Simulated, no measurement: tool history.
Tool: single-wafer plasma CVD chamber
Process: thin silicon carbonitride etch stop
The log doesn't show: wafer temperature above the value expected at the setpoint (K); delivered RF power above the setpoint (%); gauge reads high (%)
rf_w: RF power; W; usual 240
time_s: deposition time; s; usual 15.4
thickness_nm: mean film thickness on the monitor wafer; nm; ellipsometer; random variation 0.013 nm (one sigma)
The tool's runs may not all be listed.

run	day	rf_w	time_s	wafers since the last listed run	hours since the last thermocouple change	hours since the last RF generator calibration	hours since the showerhead was replaced	hours since the gauge calibration	read-back reference wafer on the same gauge, thickness_nm	thickness_nm
1	0	240	15.4	0	1412	1746.8	6637.7	63.9	7.749	8.411
2	0.583	215	15.4	575	1426	1760.8	6651.7	77.9	7.75	8.257
3	0.875	215	15.4	287	1433	1767.8	6658.7	84.9	7.749	8.228
4	1.3	230	17.8	419	1443.2	1778	6668.9	95.1	7.75	9.644
5	1.862	240	15.4	555	1456.7	1791.5	6682.4	108.6	7.75	8.419
6	2.283	240	15.4	415	1466.8	1801.6	6692.5	118.7	7.749	8.419
7	2.7	240	15.4	411	1476.8	1811.6	6702.5	128.7	7.749	8.421
8	3.433	240	15.4	723	1494.4	1829.2	6720.1	146.3	7.75	8.425
# day 4.092: showerhead replaced
9	4.112	240	15.4	341	1510.7	1845.5	0.5	162.6	7.751	8.402
10	4.212	240	15.4	98	1513.1	1847.9	2.9	165	7.753	8.421
11	4.504	280	15.4	287	1520.1	1854.9	9.9	172	7.75	8.672
12	5.254	240	15.4	740	1538.1	1872.9	27.9	190	7.751	8.404
13	5.738	265	13.2	477	1549.7	1884.5	39.5	201.6	7.75	7.359
14	6.379	240	15.4	633	1565.1	1899.9	54.9	217	7.75	8.397
# day 6.958: RF generator calibrated
15	7.029	200	12.9	312	1580.7	1.7	70.5	232.6	7.751	6.802
# day 7.45: thermocouple changed; heater temperature recalibrated
16	7.471	255	16.2	106	0.5	12.3	81.1	243.2	7.75	8.961
# day 7.496: gauge calibrated
17	7.962	200	14.2	485	12.3	24.1	92.9	11.2	7.751	7.481
18	8.292	215	15.4	324	20.2	32	100.8	19.1	7.749	8.23
19	8.712	240	12.6	415	30.3	42.1	110.9	29.2	7.751	6.893
20	9.25	215	13.6	530	43.2	55	123.8	42.1	7.749	7.279
21	9.729	285	16.6	473	54.7	66.5	135.3	53.6	7.751	9.406
22	10.042	225	16.6	308	62.2	74	142.8	61.1	7.749	8.933
23	10.567	240	15.4	518	74.8	86.6	155.4	73.7	7.751	8.403

The tool's hidden state at each run:
wafer temperature above the value expected at the setpoint (K): 0 in every run
delivered RF power above the setpoint (%): 0 in every run
gauge reads high (%): 0 in every run

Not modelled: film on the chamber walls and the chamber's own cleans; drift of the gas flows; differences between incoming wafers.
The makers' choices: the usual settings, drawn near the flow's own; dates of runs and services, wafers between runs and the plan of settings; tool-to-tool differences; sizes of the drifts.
